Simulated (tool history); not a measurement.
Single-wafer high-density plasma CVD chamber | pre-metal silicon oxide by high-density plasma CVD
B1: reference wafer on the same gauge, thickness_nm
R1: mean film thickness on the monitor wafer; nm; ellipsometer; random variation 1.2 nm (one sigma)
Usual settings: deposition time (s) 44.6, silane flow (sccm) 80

Run 1, hour 0.0: usual settings but deposition time (s) 48.9; B1 363.313. Result: R1 392.913 nm.
Run 2, hour 170.5: usual settings; B1 362.831. Result: R1 355.034 nm.
Run 3, hour 271.2: usual settings; B1 362.943. Result: R1 355.639 nm.
Run 4, hour 354.0: usual settings; B1 363.110. Result: R1 355.093 nm.
Run 5, hour 450.2: usual settings but deposition time (s) 47.8; B1 362.685. Result: R1 382.114 nm.
Run 6, hour 521.7: usual settings but deposition time (s) 42.5; B1 362.523. Result: R1 338.776 nm.
Run 7, hour 608.0: usual settings; B1 362.278. Result: R1 356.559 nm.
Run 8, hour 667.5: usual settings; B1 362.881. Result: R1 357.755 nm.
Run 9, hour 769.9: usual settings; B1 363.162. Result: R1 353.201 nm.
Run 10, hour 848.1: usual settings; B1 363.048. Result: R1 356.116 nm.
Run 11, hour 952.8: usual settings; B1 363.191. Result: R1 358.079 nm.
Run 12, hour 998.8: usual settings but silane flow (sccm) 92; B1 363.123. Result: R1 397.211 nm.
Run 13, hour 1080.4: usual settings but silane flow (sccm) 92; B1 362.835. Result: R1 397.725 nm.
Run 14, hour 1180.1: usual settings but silane flow (sccm) 92; B1 362.949. Result: R1 395.650 nm.
Run 15, hour 1267.9: usual settings but deposition time (s) 51.0, silane flow (sccm) 91; B1 363.359. Result: R1 446.822 nm.
Run 16, hour 1312.6: usual settings; B1 363.217. Result: R1 354.881 nm.
At hour 1383.6: silane flow controller replaced.
Run 17, hour 1398.5: usual settings; B1 362.936. Result: R1 356.825 nm.
Run 18, hour 1463.0: usual settings but deposition time (s) 50.3, silane flow (sccm) 71; B1 363.303. Result: R1 365.998 nm.
Run 19, hour 1547.9: usual settings but silane flow (sccm) 64; B1 363.308. Result: R1 300.848 nm.
Run 20, hour 1647.1: usual settings; B1 362.859. Result: R1 355.272 nm.
At hour 1670.3: gauge calibrated.
Run 21, hour 1731.1: usual settings but silane flow (sccm) 93; B1 363.171. Result: R1 401.881 nm.
Run 22, hour 1787.5: usual settings but silane flow (sccm) 90; B1 362.847. Result: R1 390.621 nm.
Run 23, hour 1859.9: usual settings but deposition time (s) 37.8; B1 362.680. Result: R1 300.375 nm.
Run 24, hour 1953.8: usual settings but deposition time (s) 37.5, silane flow (sccm) 92; B1 363.035. Result: R1 332.915 nm.
Run 25, hour 2001.0: usual settings but deposition time (s) 36.1, silane flow (sccm) 90; B1 362.590. Result: R1 315.037 nm.
Run 26, hour 2100.9: usual settings but deposition time (s) 41.5; B1 362.904. Result: R1 332.286 nm.
Run 27, hour 2174.2: usual settings but deposition time (s) 36.3; B1 363.190. Result: R1 291.368 nm.
Run 28, hour 2229.2: usual settings but deposition time (s) 49.5; B1 363.320. Result: R1 396.223 nm.
Run 29, hour 2280.9: usual settings but deposition time (s) 37.8, silane flow (sccm) 95; B1 362.834. Result: R1 344.630 nm.
Run 30, hour 2335.5: usual settings; B1 362.634. Result: R1 354.728 nm.
Run 31, hour 2387.8: usual settings; B1 362.634. Result: R1 355.494 nm.
Run 32, hour 2492.0: usual settings but deposition time (s) 51.8, silane flow (sccm) 74; B1 362.997. Result: R1 389.184 nm.
Run 33, hour 2781.5: usual settings; B1 362.942. Result: R1 356.440 nm.
Run 34, hour 2868.8: usual settings but deposition time (s) 40.4, silane flow (sccm) 65; B1 363.135. Result: R1 275.940 nm.

The tool's hidden state at each run:
delivered silane flow above the setpoint (%): 0 in every run
gauge reads high (%): 0 in every run

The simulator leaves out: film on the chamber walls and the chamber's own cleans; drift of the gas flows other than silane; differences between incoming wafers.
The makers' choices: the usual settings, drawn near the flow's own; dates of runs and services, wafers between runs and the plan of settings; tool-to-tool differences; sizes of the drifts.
